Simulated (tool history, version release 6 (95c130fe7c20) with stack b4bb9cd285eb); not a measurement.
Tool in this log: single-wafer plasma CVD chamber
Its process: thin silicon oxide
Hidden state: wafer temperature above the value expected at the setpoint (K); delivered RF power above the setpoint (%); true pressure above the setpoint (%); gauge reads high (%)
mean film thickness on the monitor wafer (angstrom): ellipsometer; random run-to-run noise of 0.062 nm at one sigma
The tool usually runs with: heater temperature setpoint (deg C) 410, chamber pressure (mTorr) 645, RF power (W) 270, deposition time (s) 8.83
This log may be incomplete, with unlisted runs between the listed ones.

run    hour  heater temperature setpoint (deg C)  chamber pressure (mTorr)  RF power (W)  deposition time (s)  wafers since the last listed run  hours since the last thermocouple change  hours since the last RF generator calibration  hours since the last manometer calibration  hours since the showerhead was replaced  hours since the gauge calibration  read-back reference wafer on the same gauge, thickness_nm  mean film thickness on the monitor wafer (angstrom)
  1     0.0                                  410                       645           270                 8.83                                 0                                     455.2                                         1031.3                                      2024.6                                   5920.1                              678.6                                                     12.930                                               114.98
  2    85.4                                  410                       645           270                 8.83                              3958                                     540.6                                         1116.7                                      2110.0                                   6005.5                              764.0                                                     12.910                                               112.75
  3   145.2                                  410                       645           270                 8.83                              2771                                     600.4                                         1176.5                                      2169.8                                   6065.3                              823.8                                                     12.909                                               113.09
  4   188.4                                  416                       645           255                 8.83                              2002                                     643.6                                         1219.7                                      2213.0                                   6108.5                              867.0                                                     12.862                                               110.12
  5   290.4                                  416                       645           255                 8.83                              4727                                     745.6                                         1321.7                                      2315.0                                   6210.5                              969.0                                                     12.888                                               108.64
  6   385.2                                  410                       645           270                 8.83                              4394                                     840.4                                         1416.5                                      2409.8                                   6305.3                             1063.8                                                     12.903                                               112.71
  7   488.0                                  410                       645           270                 7.63                              4764                                     943.2                                         1519.3                                      2512.6                                   6408.1                             1166.6                                                     12.926                                                97.38
  8   535.4                                  410                       645           270                 8.83                              2197                                     990.6                                         1566.7                                      2560.0                                   6455.5                             1214.0                                                     12.903                                               112.89
      566.1  -- gauge calibrated
      600.2  -- RF generator calibrated
  9   616.7                                  410                       645           270                 8.83                              3397                                    1071.9                                           16.5                                      2641.3                                   6536.8                               50.6                                                     12.871                                               117.19
      671.7  -- capacitance manometer re-zeroed and calibrated
 10   742.4                                  410                       645           270                 8.83                              5455                                    1197.6                                          142.2                                        70.7                                   6662.5                              176.3                                                     12.903                                               116.10
 11   813.6                                  424                       496           230                 7.30                              3300                                    1268.8                                          213.4                                       141.9                                   6733.7                              247.5                                                     12.920                                                70.29
 12   860.9                                  404                       645           270                 8.83                              2192                                    1316.1                                          260.7                                       189.2                                   6781.0                              294.8                                                     12.911                                               117.93
      899.4  -- showerhead replaced
      971.6  -- thermocouple changed; heater temperature recalibrated
 13   995.4                                  405                       597           220                 7.92                              5492                                      23.8                                          395.2                                       323.7                                     96.0                              429.3                                                     12.902                                                87.28
 14  1083.8                                  410                       645           270                 8.83                              4097                                     112.2                                          483.6                                       412.1                                    184.4                              517.7                                                     12.884                                               115.49
 15  1123.9                                  410                       645           270                 8.83                              1858                                     152.3                                          523.7                                       452.2                                    224.5                              557.8                                                     12.898                                               115.04
 16  1179.2                                  419                       491           270                 8.83                              2563                                     207.6                                          579.0                                       507.5                                    279.8                              613.1                                                     12.893                                                89.70
 17  1240.1                                  410                       692           270                 8.83                              2822                                     268.5                                          639.9                                       568.4                                    340.7                              674.0                                                     12.889                                               123.31
 18  1332.3                                  416                       645           230                 8.83                              4273                                     360.7                                          732.1                                       660.6                                    432.9                              766.2                                                     12.888                                               105.43
 19  1388.2                                  424                       645           250                 8.83                              2590                                     416.6                                          788.0                                       716.5                                    488.8                              822.1                                                     12.878                                               108.97
 20  1449.9                                  420                       747           270                 7.06                              2859                                     478.3                                          849.7                                       778.2                                    550.5                              883.8                                                     12.941                                               103.59

Predict each of these 5 candidate next runs independently; none follows another, all start after run 20:
  A  1450.3                                  410                       645           270                 8.20                                18                                     478.7                                          850.1                                       778.6                                    550.9                              884.2                                                          ?                                                    ?
  B  1450.3                                  410                       645           285                 9.67                                18                                     478.7                                          850.1                                       778.6                                    550.9                              884.2                                                          ?                                                    ?
  C  1450.3                                  410                       645           220                 8.83                                18                                     478.7                                          850.1                                       778.6                                    550.9                              884.2                                                          ?                                                    ?
  D  1450.3                                  410                       645           320                10.39                                18                                     478.7                                          850.1                                       778.6                                    550.9                              884.2                                                          ?                                                    ?
  E  1450.3                                  421                       545           300                 7.93                                18                                     478.7                                          850.1                                       778.6                                    550.9                              884.2                                                          ?                                                    ?

run  read-back reference wafer on the same gauge, thickness_nm  mean film thickness on the monitor wafer (angstrom)
  A                                                     12.869                                               106.36
  B                                                     12.869                                               128.85
  C                                                     12.869                                               102.14
  D                                                     12.869                                               146.29
  E                                                     12.869                                                92.72
Stripped of hidden state, with their random variation kept, the same runs would have yielded:
run  mean film thickness on the monitor wafer (angstrom)
  A                                               109.46
  B                                               132.49
  C                                               105.54
  D                                               150.11
  E                                                95.28
